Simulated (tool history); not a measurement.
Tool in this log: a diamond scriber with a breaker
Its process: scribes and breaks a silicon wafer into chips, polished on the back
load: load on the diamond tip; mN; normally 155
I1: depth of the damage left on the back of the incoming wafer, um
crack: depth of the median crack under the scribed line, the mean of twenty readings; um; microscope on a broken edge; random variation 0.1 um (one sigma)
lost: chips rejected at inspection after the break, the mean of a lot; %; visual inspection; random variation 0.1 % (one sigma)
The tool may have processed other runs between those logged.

run 1 hour=0 | load=155 | I1=0.03 | crack=6.39 lost=2.33
run 2 hour=99.7 | load=155 | I1=0.02 | crack=6.02 lost=2.6
run 3 hour=159.9 | load=155 | I1=0.01 | crack=5.83 lost=3.11
-- hour=214.4 diamond tip replaced by a new one
run 4 hour=219.6 | load=155 | I1=0.05 | crack=6.02 lost=3.46
run 5 hour=287.2 | load=155 | I1=0.03 | crack=5.92 lost=4.76
run 6 hour=314 | load=155 | I1=0.02 | crack=6.02 lost=4.77
-- hour=348.3 load on the tip recalibrated
run 7 hour=360.9 | load=155 | I1=0.04 | crack=6.6 lost=1.37
run 8 hour=397.7 | load=169 | I1=0.03 | crack=7.12 lost=2.31
run 9 hour=469.4 | load=121 | I1=0.02 | crack=4.95 lost=16.45
-- hour=472.8 diamond tip replaced by a new one
run 10 hour=518.5 | load=155 | I1=0.02 | crack=6.38 lost=1.82
run 11 hour=552.7 | load=170 | I1=0.04 | crack=6.87 lost=1.81
run 12 hour=585.2 | load=125 | I1=0.03 | crack=5.07 lost=19.33
run 13 hour=610.2 | load=128 | I1=0.01 | crack=5.26 lost=14.62
run 14 hour=647.1 | load=155 | I1=0.02 | crack=6.27 lost=2.04
run 15 hour=693.9 | load=172 | I1=0.03 | crack=6.68 lost=1.7
run 16 hour=729.4 | load=155 | I1=0.02 | crack=6.01 lost=2.4

Consider 4 possible next runs. They are alternatives, not a sequence: every one starts from the tool as it was left by run 16. What does each give?
run A hour=729.9 | load=155 | I1=0.02 | crack=? lost=?
run B hour=729.9 | load=113 | I1=0.02 | crack=? lost=?
run C hour=729.9 | load=140 | I1=0.02 | crack=? lost=?
run D hour=729.9 | load=198 | I1=0.02 | crack=? lost=?

run=A crack=6.17 lost=3.02
run=B crack=4.45 lost=37.25
run=C crack=5.59 lost=9.25
run=D crack=7.71 lost=7.49
With the hidden condition removed and each run's random variation left untouched, the same runs would have given:
run=A crack=6.64 lost=1.62
run=B crack=4.79 lost=26.89
run=C crack=6.01 lost=4.23
run=D crack=8.29 lost=14.15
